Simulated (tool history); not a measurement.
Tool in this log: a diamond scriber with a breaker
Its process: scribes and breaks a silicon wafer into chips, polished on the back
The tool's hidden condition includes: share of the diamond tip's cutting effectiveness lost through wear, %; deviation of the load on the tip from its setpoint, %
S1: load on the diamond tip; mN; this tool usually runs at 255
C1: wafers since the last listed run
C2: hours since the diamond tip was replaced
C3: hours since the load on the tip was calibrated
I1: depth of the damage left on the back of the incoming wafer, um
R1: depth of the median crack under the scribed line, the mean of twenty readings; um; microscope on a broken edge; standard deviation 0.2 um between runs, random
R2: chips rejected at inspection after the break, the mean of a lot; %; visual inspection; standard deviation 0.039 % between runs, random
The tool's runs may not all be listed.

run    hour   S1   C1     C2     C3    I1     R1     R2
  1     0.0  215    0  562.8  776.6  0.03   8.42  12.51
       41.8  -- diamond tip replaced by a new one
  2    55.0  311  210   13.2  831.6  0.01  11.78   3.01
       82.6  -- load on the tip recalibrated
  3    93.3  311  144   51.5   10.7  0.03  12.41   3.06
  4   156.7  277  252  114.9   74.1  0.05  11.00   0.85
  5   329.7  202  688  287.9  247.1  0.02   9.03   5.96
  6   375.5  202  182  333.7  292.9  0.03   8.99   8.45
  7   458.2  230  329  416.4  375.6  0.03   9.22   4.94
  8   482.3  230   95  440.5  399.7  0.03   9.10   5.01
  9   517.3  280  139  475.5  434.7  0.01  10.18   1.42
 10   588.1  280  281  546.3  505.5  0.02   9.45   2.84
      594.8  -- diamond tip replaced by a new one
 11   640.1  280  198   45.3  557.5  0.04  11.49   0.97
 12   688.4  217  192   93.6  605.8  0.02   9.61   2.53
 13   744.1  217  221  149.3  661.5  0.01   9.48   2.32
 14   815.2  326  282  220.4  732.6  0.02  12.19   2.83
 15   884.4  233  275  289.6  801.8  0.03   9.98   2.23
      887.6  -- load on the tip recalibrated
 16   934.6  281  191  339.8   47.0  0.05  10.55   0.55
 17   976.6  255  167  381.8   89.0  0.03  10.10   1.62
     1060.9  -- diamond tip replaced by a new one
 18  1106.9  255  510   46.0  219.3  0.01  10.82   0.61
 19  1163.8  313  226  102.9  276.2  0.02  11.95   2.41
 20  1235.8  304  286  174.9  348.2  0.01  11.54   1.66
 21  1264.8  316  115  203.9  377.2  0.05  11.84   2.11
 22  1322.0  213  227  261.1  434.4  0.05   9.32   4.50
 23  1346.1  305   95  285.2  458.5  0.05  11.41   0.98
 24  1395.9  255  198  335.0  508.3  0.03   9.96   1.35
 25  1457.5  255  245  396.6  569.9  0.02   9.57   2.21
 26  1500.8  255  172  439.9  613.2  0.04   9.90   2.81

Below are 5 alternative next runs, each starting from the tool's condition after run 26. Predict each:
  A  1501.4  229   2  440.5  613.8  0.04   ?   ?
  B  1501.4  211   2  440.5  613.8  0.04   ?   ?
  C  1501.4  299   2  440.5  613.8  0.04   ?   ?
  D  1501.4  290   2  440.5  613.8  0.04   ?   ?
  E  1501.4  191   2  440.5  613.8  0.04   ?   ?

run     R1     R2
  A   9.32   6.19
  B   8.89   9.44
  C  10.88   0.62
  D  10.69   0.81
  E   8.41  14.13
With no hidden state in the tool, these same runs would have given:
run     R1    R2
  A  10.43  1.27
  B   9.96  2.76
  C  12.19  2.18
  D  11.97  1.61
  E   9.42  5.54
